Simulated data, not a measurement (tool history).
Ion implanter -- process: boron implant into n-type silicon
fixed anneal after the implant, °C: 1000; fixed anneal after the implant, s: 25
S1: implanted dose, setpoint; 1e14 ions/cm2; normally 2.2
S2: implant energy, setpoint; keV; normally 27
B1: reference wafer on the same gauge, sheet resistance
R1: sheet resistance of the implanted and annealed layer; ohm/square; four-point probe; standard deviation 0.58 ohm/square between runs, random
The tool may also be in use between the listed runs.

{"run": 1, "hour": 0.0, "S1": 2.2, "S2": 33, "B1": 400.94, "R1": 380.94}
{"run": 2, "hour": 33.4, "S1": 2.2, "S2": 27, "B1": 401.1, "R1": 390.96}
{"run": 3, "hour": 68.2, "S1": 2.2, "S2": 27, "B1": 401.18, "R1": 390.57}
{"run": 4, "hour": 92.8, "S1": 2.2, "S2": 27, "B1": 400.83, "R1": 391.26}
{"run": 5, "hour": 135.1, "S1": 2.2, "S2": 27, "B1": 401.02, "R1": 389.24}
{"run": 6, "hour": 166.8, "S1": 2.2, "S2": 30, "B1": 401.03, "R1": 386.92}
{"run": 7, "hour": 209.1, "S1": 2.2, "S2": 30, "B1": 401.05, "R1": 386.06}
{"run": 8, "hour": 238.1, "S1": 2.2, "S2": 27, "B1": 400.93, "R1": 391.64}
{"run": 9, "hour": 276.6, "S1": 2.2, "S2": 27, "B1": 400.97, "R1": 392.51}
{"run": 10, "hour": 312.5, "S1": 2.2, "S2": 27, "B1": 400.89, "R1": 392.62}
{"run": 11, "hour": 527.4, "S1": 1.99, "S2": 23, "B1": 400.94, "R1": 433.23}
{"run": 12, "hour": 560.3, "S1": 1.99, "S2": 23, "B1": 400.94, "R1": 432.85}
{"run": 13, "hour": 606.0, "S1": 2.2, "S2": 27, "B1": 401.17, "R1": 393.49}
{"run": 14, "hour": 669.7, "S1": 2.2, "S2": 27, "B1": 401.2, "R1": 394.03}
{"run": 15, "hour": 738.0, "S1": 2.2, "S2": 27, "B1": 400.91, "R1": 394.62}
{"run": 16, "hour": 772.1, "S1": 2.2, "S2": 29.5, "B1": 400.86, "R1": 390.64}
{"run": 17, "hour": 807.1, "S1": 2.2, "S2": 27, "B1": 401.01, "R1": 393.54}
{"run": 18, "hour": 867.0, "S1": 2.63, "S2": 23.5, "B1": 401.01, "R1": 350.2}
{"run": 19, "hour": 923.7, "S1": 1.78, "S2": 27, "B1": 400.98, "R1": 466.76}
{"run": 20, "hour": 953.7, "S1": 2.2, "S2": 27, "B1": 401.03, "R1": 397.02}
{"run": 21, "hour": 1130.0, "S1": 2.72, "S2": 19, "B1": 401.12, "R1": 342.74}
{"run": 22, "hour": 1155.9, "S1": 2.56, "S2": 24.5, "B1": 400.99, "R1": 350.64}
{"run": 23, "hour": 1187.5, "S1": 1.93, "S2": 27, "B1": 400.91, "R1": 431.2}
{"run": 24, "hour": 1223.7, "S1": 2.2, "S2": 18.5, "B1": 401.05, "R1": 407.16}
{"run": 25, "hour": 1254.2, "S1": 1.83, "S2": 19.5, "B1": 400.92, "R1": 469.78}
{"run": 26, "hour": 1383.2, "S1": 2.2, "S2": 27, "B1": 401.11, "R1": 391.12}
{"run": 27, "hour": 1440.4, "S1": 2.2, "S2": 27, "B1": 401.18, "R1": 389.65}
{"run": 28, "hour": 1500.9, "S1": 2.2, "S2": 33.5, "B1": 401.1, "R1": 379.61}
{"run": 29, "hour": 1563.4, "S1": 1.65, "S2": 33, "B1": 401.02, "R1": 472.92}
{"run": 30, "hour": 1593.9, "S1": 2.2, "S2": 32, "B1": 400.85, "R1": 382.26}

Removed from this log: 3 entries logged between the listed runs. Between which two listed runs does each belong, and how does the tool's hidden state at the listed run before it compare with that at the listed run after it?
In the gap between runs 11 and 12: extraction supply calibrated (hour 559.8)
  deviation of the true dose from the Faraday cup's reading, %: -1.1 -> -1.17
  measured result minus the result with no hidden state, R1: +3.74 -> +3.98 ohm/square
In the gap between runs 14 and 15: gauge calibrated (hour 670.3)
  deviation of the true dose from the Faraday cup's reading, %: -1.44 -> -1.62
  measured result minus the result with no hidden state, R1: +4.4 -> +4.96 ohm/square
In the gap between runs 20 and 21: Faraday cup replaced and dose calibrated (hour 1081.2)
  deviation of the true dose from the Faraday cup's reading, %: -2.28 -> -0.0936
  measured result minus the result with no hidden state, R1: +7.04 -> +0.25 ohm/square
